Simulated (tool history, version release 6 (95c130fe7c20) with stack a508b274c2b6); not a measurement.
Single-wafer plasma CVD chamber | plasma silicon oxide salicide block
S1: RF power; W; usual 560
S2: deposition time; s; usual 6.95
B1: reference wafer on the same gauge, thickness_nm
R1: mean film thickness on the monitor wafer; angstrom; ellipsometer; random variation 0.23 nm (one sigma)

run 1 day=0 | S1=560 S2=6.95 | B1=84.512 | R1=736.67
run 2 day=2.871 | S1=560 S2=6.95 | B1=84.435 | R1=734.83
run 3 day=5.171 | S1=560 S2=6.95 | B1=84.503 | R1=734.06
run 4 day=7.146 | S1=560 S2=6.95 | B1=84.576 | R1=738.31
run 5 day=9.5 | S1=560 S2=6.95 | B1=84.585 | R1=737.57
run 6 day=12.125 | S1=560 S2=6.95 | B1=84.547 | R1=738.28
run 7 day=14.667 | S1=560 S2=6.95 | B1=84.479 | R1=734.1
run 8 day=17.629 | S1=560 S2=6.95 | B1=84.442 | R1=732.31
run 9 day=18.829 | S1=560 S2=6.95 | B1=84.505 | R1=735.15
run 10 day=21.538 | S1=560 S2=6.95 | B1=84.454 | R1=732.75
-- day=22.362 gauge calibrated
run 11 day=23.829 | S1=560 S2=6.95 | B1=84.579 | R1=734.31
run 12 day=25.025 | S1=530 S2=6.95 | B1=84.499 | R1=717.45
run 13 day=26.967 | S1=530 S2=6.95 | B1=84.562 | R1=715.27
run 14 day=28.467 | S1=620 S2=6.05 | B1=84.456 | R1=667.94
run 15 day=30.271 | S1=650 S2=7.84 | B1=84.481 | R1=886.47
run 16 day=31.467 | S1=660 S2=7.82 | B1=84.51 | R1=887.85
-- day=37.671 RF generator calibrated
run 17 day=39.854 | S1=510 S2=6.32 | B1=84.501 | R1=619.7
-- day=41.592 showerhead replaced
run 18 day=42.262 | S1=530 S2=5.94 | B1=84.466 | R1=590.9
run 19 day=44.696 | S1=560 S2=6.95 | B1=84.533 | R1=710.94
run 20 day=46.088 | S1=560 S2=6.95 | B1=84.513 | R1=711.6
-- day=47.575 RF generator calibrated, repeated, since the last time left the tool worse
run 21 day=47.712 | S1=660 S2=7.82 | B1=84.464 | R1=903.49
run 22 day=49.067 | S1=455 S2=5.72 | B1=84.559 | R1=554.34
run 23 day=50.558 | S1=560 S2=6.95 | B1=84.504 | R1=750.25
run 24 day=53.158 | S1=605 S2=7.42 | B1=84.463 | R1=821.94
run 25 day=54.4 | S1=560 S2=6.95 | B1=84.487 | R1=742.73
run 26 day=56.017 | S1=465 S2=5.76 | B1=84.545 | R1=564.17
run 27 day=57.392 | S1=660 S2=6.52 | B1=84.427 | R1=751.85

Forecast each of these 3 alternatives for the next run:
run A day=57.408 | S1=560 S2=5.9 | B1=? | R1=?
run B day=57.408 | S1=665 S2=5.61 | B1=? | R1=?
run C day=57.408 | S1=560 S2=5.85 | B1=? | R1=?

run=A B1=84.531 R1=631.44
run=B B1=84.531 R1=648.54
run=C B1=84.531 R1=626.09
Without the tool's hidden state the same runs would have given:
run=A R1=637.43
run=B R1=654.7
run=C R1=632.03

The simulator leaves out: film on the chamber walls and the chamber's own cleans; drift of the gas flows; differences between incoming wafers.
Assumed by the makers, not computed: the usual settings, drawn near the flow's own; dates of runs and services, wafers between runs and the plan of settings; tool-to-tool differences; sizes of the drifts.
